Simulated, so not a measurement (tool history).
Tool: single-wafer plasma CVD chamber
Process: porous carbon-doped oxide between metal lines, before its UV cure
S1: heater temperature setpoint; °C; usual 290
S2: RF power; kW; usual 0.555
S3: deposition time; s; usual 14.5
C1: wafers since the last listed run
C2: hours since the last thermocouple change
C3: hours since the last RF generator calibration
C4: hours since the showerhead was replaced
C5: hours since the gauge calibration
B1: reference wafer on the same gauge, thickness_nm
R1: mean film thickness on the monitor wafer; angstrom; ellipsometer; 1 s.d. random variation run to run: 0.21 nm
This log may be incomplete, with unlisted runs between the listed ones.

run   hour   S1     S2    S3    C1      C2      C3      C4      C5       B1       R1
  1      0  279  0.555  15.2     0  1890.9     824  4733.2   748.8  108.019  1169.63
  2   42.1  279  0.555  15.2   879    1933   866.1  4775.3   790.9  107.994  1168.52
  3  113.9  290  0.495  14.5  1499  2004.8   937.9  4847.1   862.7  108.031   986.13
  4  144.2  290  0.555    16   632  2035.1   968.2  4877.4     893  107.951  1144.87
  5  331.8  290  0.555    16  3918  2222.7  1155.8    5065  1080.6  108.046  1150.29
     390.8  -- gauge calibrated
  6  400.4  290  0.555    16  1432  2291.3  1224.4  5133.6     9.6  107.951  1150.52
  7  434.6  290  0.555  15.7   714  2325.5  1258.6  5167.8    43.8  107.997  1131.63
     499.1  -- showerhead replaced
  8  525.6  290  0.555  14.5  1733  2416.5  1349.6    26.5   134.8  108.062  1050.99
     549.3  -- thermocouple changed; heater temperature recalibrated
  9  552.1  290  0.555  14.5   386     2.8  1376.1      53   161.3  108.017  1013.69
 10  598.6  290   0.64  14.5   971    49.3  1422.6    99.5   207.8  107.951  1085.12
 11  658.5  290  0.555  14.5  1251   109.2  1482.5   159.4   267.7  107.996  1014.89
 12  710.4  290  0.495  14.5  1084   161.1  1534.4   211.3   319.6  108.037      963
 13  758.2  297   0.63  13.6   998   208.9  1582.2   259.1   367.4  108.022   970.93

Run 14 is up next; what results do you expect?
     775.4  -- RF generator calibrated
 14  872.7  290  0.595  14.5  2224  323.4  97.3  373.6  481.9   ?   ?

B1: 107.993
R1: 1053.12 angstrom
Take away the tool's hidden state, keep the run-to-run variation as it was, and the same run would have given R1 1049.42 angstrom.

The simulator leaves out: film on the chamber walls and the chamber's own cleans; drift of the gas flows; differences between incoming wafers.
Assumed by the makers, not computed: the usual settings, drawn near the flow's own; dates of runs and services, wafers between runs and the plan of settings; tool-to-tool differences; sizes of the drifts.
